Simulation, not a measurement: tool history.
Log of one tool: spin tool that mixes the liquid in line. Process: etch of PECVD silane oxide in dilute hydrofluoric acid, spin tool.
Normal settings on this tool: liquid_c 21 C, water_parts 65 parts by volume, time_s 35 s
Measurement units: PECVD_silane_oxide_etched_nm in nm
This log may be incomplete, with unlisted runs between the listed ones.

run     day  liquid_c  water_parts  time_s  wafers since the last listed run  hours since the thermometer was replaced  hours since the hydrofluoric acid flow meter was replaced  hours since the gauge calibration  read-back film thickness of the PECVD silane oxide reference wafer, read on the same gauge (nm)  PECVD_silane_oxide_etched_nm
  1       0        21           65      35                                 0                                     505.2                                                      177.1                              343.4                                                                                            89.99                         16.01
  2   3.054        21           65      35                              1201                                     578.5                                                      250.4                              416.7                                                                                            90.02                          16.2
  3   5.392        21           65      35                               919                                     634.6                                                      306.5                              472.8                                                                                               90                         16.39
  4   9.392        21           45      35                              1573                                     730.6                                                      402.5                              568.8                                                                                            90.01                         24.69
  5  12.404        23           65      40                              1185                                     802.9                                                      474.8                              641.1                                                                                               90                         20.56
  6  14.446        23           65      40                               803                                     851.9                                                      523.8                              690.1                                                                                               90                         20.93
     15.012  -- thermometer replaced
  7  15.954        23           65      40                               576                                      22.6                                                        560                              726.3                                                                                               90                          19.3
  8  17.704        21           65      35                               688                                      64.6                                                        602                              768.3                                                                                               90                         15.63
  9  19.608        21           65      35                               749                                     110.3                                                      647.7                                814                                                                                            89.98                          15.8
 10  22.004        21           65      35                               942                                     167.8                                                      705.2                              871.5                                                                                            89.99                         15.81
     22.358  -- hydrofluoric acid flow meter replaced
 11  25.712        21           65      35                              1442                                     256.8                                                       80.5                              960.5                                                                                            90.01                            16

The next listed run, before its measurement:
 12  29.229        21           65      35                              1383                                     341.2                                                      164.9                             1044.9                                                                                                ?                             ?

read-back film thickness of the PECVD silane oxide reference wafer, read on the same gauge (nm): 90
PECVD_silane_oxide_etched_nm: 15.89 nm
With no hidden state in the tool, this same run would have given PECVD_silane_oxide_etched_nm 15.38 nm.
